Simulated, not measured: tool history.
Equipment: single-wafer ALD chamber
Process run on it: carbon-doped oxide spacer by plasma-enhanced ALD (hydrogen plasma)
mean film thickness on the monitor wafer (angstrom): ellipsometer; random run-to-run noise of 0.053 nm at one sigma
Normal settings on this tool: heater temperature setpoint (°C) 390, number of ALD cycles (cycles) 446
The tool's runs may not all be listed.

run	hour	heater temperature setpoint (°C)	number of ALD cycles (cycles)	wafers since the last listed run	hours since the last thermocouple change	hours since the gauge calibration	read-back reference wafer on the same gauge, thickness_nm	mean film thickness on the monitor wafer (angstrom)
1	0	390	446	0	806.9	911.8	21.893	210.87
2	63.9	390	446	72	870.8	975.7	21.898	210.3
3	88.8	390	446	28	895.7	1000.6	21.901	211.07
4	133.5	390	446	51	940.4	1045.3	21.892	210.58
5	202.6	390	446	78	1009.5	1114.4	21.905	210.97
6	236.4	390	421	38	1043.3	1148.2	21.897	199.54
7	286.1	390	421	56	1093	1197.9	21.906	198.96
8	340.8	390	446	62	1147.7	1252.6	21.905	211.14
9	400.8	390	446	68	1207.7	1312.6	21.904	210.42
10	443.4	390	446	48	1250.3	1355.2	21.913	210.6
11	499.6	394	446	64	1306.5	1411.4	21.904	210.15
12	550.4	394	446	57	1357.3	1462.2	21.891	210.32
13	604.9	390	485	62	1411.8	1516.7	21.905	228.21
14	650.1	390	485	51	1457	1561.9	21.904	230.19
# hour 657.5: gauge calibrated
15	695.2	390	485	51	1502.1	37.7	21.895	229.36
16	724.7	390	413	33	1531.6	67.2	21.906	195.02
17	791.3	390	509	76	1598.2	133.8	21.903	240.79
18	819.1	390	509	31	1626	161.6	21.895	239.7
19	877.9	390	387	67	1684.8	220.4	21.894	182.26
# hour 931.8: thermocouple changed; heater temperature recalibrated
20	1091	398	525	234	159.2	433.5	21.9	247.72
21	1135.9	383	446	51	204.1	478.4	21.908	209.73
22	1283.8	394	446	168	352	626.3	21.895	210.09
23	1353.2	390	446	79	421.4	695.7	21.89	211
24	1378.8	390	485	29	447	721.3	21.902	229.94
25	1422.9	390	398	50	491.1	765.4	21.892	188.7
26	1452.3	390	446	33	520.5	794.8	21.889	211.35
27	1506.2	398	417	61	574.4	848.7	21.911	198.14
28	1565.2	401	377	67	633.4	907.7	21.905	177.74
29	1616.1	395	419	58	684.3	958.6	21.907	198.76
30	1670.7	379	381	62	738.9	1013.2	21.896	179.77
31	1730.3	378	524	68	798.5	1072.8	21.891	248.7
32	1772	385	475	47	840.2	1114.5	21.901	224.48
33	1813	404	389	46	881.2	1155.5	21.906	183.42
34	1864.1	390	360	58	932.3	1206.6	21.891	169.28
35	1898.6	402	520	39	966.8	1241.1	21.892	245.24
36	1960.4	390	362	70	1028.6	1302.9	21.903	171.56

Branching from run 36: 3 alternative next runs. What would each branch give?
A	1961.5	390	446	1	1029.7	1304	?	?
B	1961.5	398	446	1	1029.7	1304	?	?
C	1961.5	384	518	1	1029.7	1304	?	?

run	read-back reference wafer on the same gauge, thickness_nm	mean film thickness on the monitor wafer (angstrom)
A	21.897	210.44
B	21.897	210.44
C	21.897	244.41
With the hidden condition removed and each run's random variation left untouched, the same runs would have given:
run	mean film thickness on the monitor wafer (angstrom)
A	210.44
B	210.44
C	244.41
